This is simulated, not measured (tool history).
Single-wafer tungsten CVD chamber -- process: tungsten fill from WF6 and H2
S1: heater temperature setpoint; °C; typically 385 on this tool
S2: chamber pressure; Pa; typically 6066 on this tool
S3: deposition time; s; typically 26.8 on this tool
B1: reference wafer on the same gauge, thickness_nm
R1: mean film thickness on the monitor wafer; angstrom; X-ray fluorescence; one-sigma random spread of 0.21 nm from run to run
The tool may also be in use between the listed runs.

run 1 hour=0.0 | S1=385 S2=6759 S3=26.8 | B1=89.535 | R1=820.67
run 2 hour=77.9 | S1=385 S2=6759 S3=26.8 | B1=89.429 | R1=821.75
run 3 hour=179.1 | S1=385 S2=6759 S3=26.8 | B1=89.565 | R1=819.56
-- hour=235.4 capacitance manometer re-zeroed and calibrated
run 4 hour=246.8 | S1=385 S2=6066 S3=23.6 | B1=89.578 | R1=684.93
run 5 hour=297.0 | S1=385 S2=6066 S3=23.6 | B1=89.475 | R1=679.78
run 6 hour=400.4 | S1=385 S2=6066 S3=26.8 | B1=89.530 | R1=778.95
run 7 hour=477.9 | S1=385 S2=6066 S3=26.8 | B1=89.512 | R1=778.69
run 8 hour=578.5 | S1=385 S2=6066 S3=26.8 | B1=89.471 | R1=780.96
run 9 hour=862.8 | S1=385 S2=6066 S3=26.8 | B1=89.529 | R1=784.23
run 10 hour=936.4 | S1=385 S2=6066 S3=26.8 | B1=89.541 | R1=788.50
run 11 hour=1037.9 | S1=385 S2=6066 S3=26.8 | B1=89.473 | R1=785.93
run 12 hour=1117.8 | S1=385 S2=6066 S3=26.8 | B1=89.550 | R1=793.93
run 13 hour=1157.7 | S1=385 S2=6066 S3=26.8 | B1=89.512 | R1=787.41
run 14 hour=1240.5 | S1=385 S2=6066 S3=26.8 | B1=89.533 | R1=790.28
run 15 hour=1353.7 | S1=385 S2=7079 S3=26.8 | B1=89.477 | R1=846.73
-- hour=1421.0 thermocouple changed; heater temperature recalibrated
run 16 hour=1449.8 | S1=398 S2=6066 S3=28.6 | B1=89.512 | R1=1011.43
run 17 hour=1500.0 | S1=385 S2=6066 S3=26.8 | B1=89.511 | R1=755.01
-- hour=1539.1 gauge calibrated
run 18 hour=1549.0 | S1=385 S2=6066 S3=26.8 | B1=89.483 | R1=755.38
run 19 hour=1605.3 | S1=385 S2=6066 S3=22.6 | B1=89.491 | R1=640.06
run 20 hour=1693.5 | S1=371 S2=7146 S3=26.8 | B1=89.462 | R1=640.43
run 21 hour=1752.8 | S1=379 S2=7413 S3=23.5 | B1=89.407 | R1=658.52
-- hour=1777.2 capacitance manometer re-zeroed and calibrated
-- hour=1780.4 showerhead replaced
run 22 hour=1832.4 | S1=392 S2=6066 S3=29.8 | B1=89.547 | R1=949.93
run 23 hour=1915.0 | S1=377 S2=6786 S3=28.2 | B1=89.486 | R1=729.74
run 24 hour=2010.5 | S1=385 S2=6986 S3=26.8 | B1=89.510 | R1=813.65
run 25 hour=2084.7 | S1=371 S2=6066 S3=26.8 | B1=89.541 | R1=594.03
run 26 hour=2177.1 | S1=398 S2=5053 S3=29.8 | B1=89.482 | R1=979.16
run 27 hour=2267.3 | S1=376 S2=4653 S3=31.4 | B1=89.551 | R1=684.22
run 28 hour=2308.5 | S1=385 S2=6066 S3=26.8 | B1=89.555 | R1=770.24
run 29 hour=2393.0 | S1=385 S2=6066 S3=22.2 | B1=89.413 | R1=639.52
run 30 hour=2482.0 | S1=385 S2=6639 S3=28.5 | B1=89.524 | R1=857.60
run 31 hour=2562.0 | S1=391 S2=7093 S3=29.5 | B1=89.566 | R1=1013.91

What if the next run were any one of these 3? Each begins from the tool's condition after run 31:
run A hour=2562.4 | S1=385 S2=6066 S3=26.8 | B1=? | R1=?
run B hour=2562.4 | S1=385 S2=7066 S3=30.8 | B1=? | R1=?
run C hour=2562.4 | S1=393 S2=4813 S3=26.8 | B1=? | R1=?

run=A B1=89.530 R1=777.30
run=B B1=89.530 R1=956.15
run=C B1=89.530 R1=802.68
Had the tool no hidden state, the same runs would have come out as:
run=A R1=748.33
run=B R1=920.90
run=C R1=773.23
